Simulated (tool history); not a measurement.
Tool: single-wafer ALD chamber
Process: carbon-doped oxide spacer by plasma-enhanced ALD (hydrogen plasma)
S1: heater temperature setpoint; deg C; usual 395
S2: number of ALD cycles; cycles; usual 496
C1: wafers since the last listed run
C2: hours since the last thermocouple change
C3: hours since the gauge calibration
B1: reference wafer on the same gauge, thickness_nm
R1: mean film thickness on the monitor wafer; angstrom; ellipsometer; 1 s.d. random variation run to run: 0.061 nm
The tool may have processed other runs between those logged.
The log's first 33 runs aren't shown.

Run 34, day 26.462: usual settings; C1 14; C2 351.6; C3 195.7; B1 20.716. Result: R1 238.97 angstrom.
Run 35, day 27.121: usual settings; C1 13; C2 367.4; C3 211.5; B1 20.694. Result: R1 239.74 angstrom.
Run 36, day 27.542: usual settings but S1 391 deg C, S2 593 cycles; C1 8; C2 377.5; C3 221.6; B1 20.692. Result: R1 285.28 angstrom.
Run 37, day 27.842: usual settings; C1 6; C2 384.7; C3 228.8; B1 20.714. Result: R1 239.66 angstrom.
Run 38, day 28.521: usual settings but S2 400 cycles; C1 13; C2 401; C3 245.1; B1 20.661. Result: R1 192.52 angstrom.
Run 39, day 29.171: usual settings but S2 462 cycles; C1 13; C2 416.6; C3 260.7; B1 20.643. Result: R1 223.82 angstrom.
Run 40, day 29.525: usual settings but S1 389 deg C, S2 443 cycles; C1 7; C2 425.1; C3 269.2; B1 20.639. Result: R1 214.09 angstrom.
Run 41, day 30.254: usual settings but S1 386 deg C; C1 14; C2 442.6; C3 286.7; B1 20.602. Result: R1 238.04 angstrom.
Run 42, day 32.129: usual settings but S1 403 deg C, S2 523 cycles; C1 38; C2 487.6; C3 331.7; B1 20.614. Result: R1 250 angstrom.
Run 43, day 32.875: usual settings but S1 387 deg C, S2 594 cycles; C1 15; C2 505.5; C3 349.6; B1 20.597. Result: R1 284.68 angstrom.
Run 44, day 33.388: usual settings but S1 405 deg C; C1 10; C2 517.8; C3 361.9; B1 20.569. Result: R1 236.02 angstrom.

Alternative continuations, all from the tool just after run 44; predict every row:
Run A, day 33.438: usual settings but S1 401 deg C; C1 1; C2 519; C3 363.1; B1 ?. Result: R1 ?.
Run B, day 33.438: usual settings but S1 399 deg C, S2 551 cycles; C1 1; C2 519; C3 363.1; B1 ?. Result: R1 ?.
Run C, day 33.438: usual settings but S1 399 deg C; C1 1; C2 519; C3 363.1; B1 ?. Result: R1 ?.
Run D, day 33.438: usual settings but S1 391 deg C, S2 538 cycles; C1 1; C2 519; C3 363.1; B1 ?. Result: R1 ?.
Run E, day 33.438: usual settings but S1 407 deg C, S2 586 cycles; C1 1; C2 519; C3 363.1; B1 ?. Result: R1 ?.

run      B1      R1
  A  20.591  238.08
  B  20.591   264.7
  C  20.591  238.28
  D  20.591  258.46
  E  20.591  276.82
Had the tool no hidden state, the same runs would have come out as:
run      R1
  A  242.81
  B  269.96
  C  243.01
  D  263.59
  E  282.32
